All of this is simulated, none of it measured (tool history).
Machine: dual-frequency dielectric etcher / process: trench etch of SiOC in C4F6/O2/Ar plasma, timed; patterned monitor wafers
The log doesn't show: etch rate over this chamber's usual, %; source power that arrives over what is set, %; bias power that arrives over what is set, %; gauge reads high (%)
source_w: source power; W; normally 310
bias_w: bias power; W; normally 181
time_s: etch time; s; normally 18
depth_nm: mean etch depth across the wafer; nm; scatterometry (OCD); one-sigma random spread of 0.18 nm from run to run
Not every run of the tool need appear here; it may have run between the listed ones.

run	hour	source_w	bias_w	time_s	wafers since the last listed run	hours since the last wet clean	hours since the last source power generator calibration	hours since the last bias power generator calibration	hours since the last upper electrode change	hours since the gauge calibration	read-back reference wafer on the same gauge, depth_nm	depth_nm
1	0	310	181	18	0	254.5	4352.9	1113.5	3420.8	1546.4	33.87	31.81
2	36.2	310	181	18	577	290.7	4389.1	1149.7	3457	1582.6	33.93	32.34
3	117.8	310	181	14.5	1300	372.3	4470.7	1231.3	3538.6	1664.2	33.88	26.04
4	152.7	310	181	14.5	556	407.2	4505.6	1266.2	3573.5	1699.1	33.89	25.95
5	211.7	310	181	14.5	940	466.2	4564.6	1325.2	3632.5	1758.1	33.96	25.68
# hour 242.1: bias power generator calibrated
# hour 326.7: wet clean of the chamber
6	327.2	350	181	20	1394	0.5	4680.1	85.1	3748	1873.6	33.91	37.89
7	364.8	310	181	18	599	38.1	4717.7	122.7	3785.6	1911.2	33.9	32.14
8	393.1	310	181	18	451	66.4	4746	151	3813.9	1939.5	33.91	32.3
9	463.1	270	181	15	1115	136.4	4816	221	3883.9	2009.5	33.92	25.07
10	516.4	270	181	15	849	189.7	4869.3	274.3	3937.2	2062.8	33.82	24.96
11	579.7	310	181	18	1009	253	4932.6	337.6	4000.5	2126.1	33.93	32.16
12	617.5	270	204	20.5	602	290.8	4970.4	375.4	4038.3	2163.9	33.86	36.35
13	647.6	310	140	13.5	479	320.9	5000.5	405.5	4068.4	2194	33.86	21.32
# hour 653.9: gauge calibrated
# hour 684.4: source power generator calibrated
# hour 691.6: upper electrode replaced
14	692.1	310	181	15	530	365.4	7.7	450	0.5	38.2	33.82	26.63
15	727.9	310	160	22	570	401.2	43.5	485.8	36.3	74	33.9	37.07
16	807.6	310	210	18	1270	480.9	123.2	565.5	116	153.7	33.9	34.87
17	870.8	340	193	20.5	1007	544.1	186.4	628.7	179.2	216.9	33.88	39.07
18	938.2	310	181	20	1074	611.5	253.8	696.1	246.6	284.3	33.82	35.56
19	976.8	310	181	16	615	650.1	292.4	734.7	285.2	322.9	33.89	28.57
# hour 1012.8: wet clean of the chamber
20	1013.3	370	157	13	199	0.5	328.9	771.2	321.7	359.4	33.91	23.76
21	1076.3	230	181	18	1004	63.5	391.9	834.2	384.7	422.4	33.9	27.54
22	1140.9	310	181	18	1029	128.1	456.5	898.8	449.3	487	33.9	32.04
23	1210.6	270	204	20.5	1111	197.8	526.2	968.5	519	556.7	33.88	36.02
24	1245.2	380	162	18	551	232.4	560.8	1003.1	553.6	591.3	33.89	33.75

Estimate the outcome of run 25 from the log above:
25	1298.5	390	211	22.5	849	285.7	614.1	1056.4	606.9	644.6	?	?

{"run 25": {"read-back reference wafer on the same gauge, depth_nm": 33.91, "depth_nm": 47.91}}
Were there no unlogged condition in the tool, this run, its random variation unchanged, would have produced depth_nm 47.91 nm.
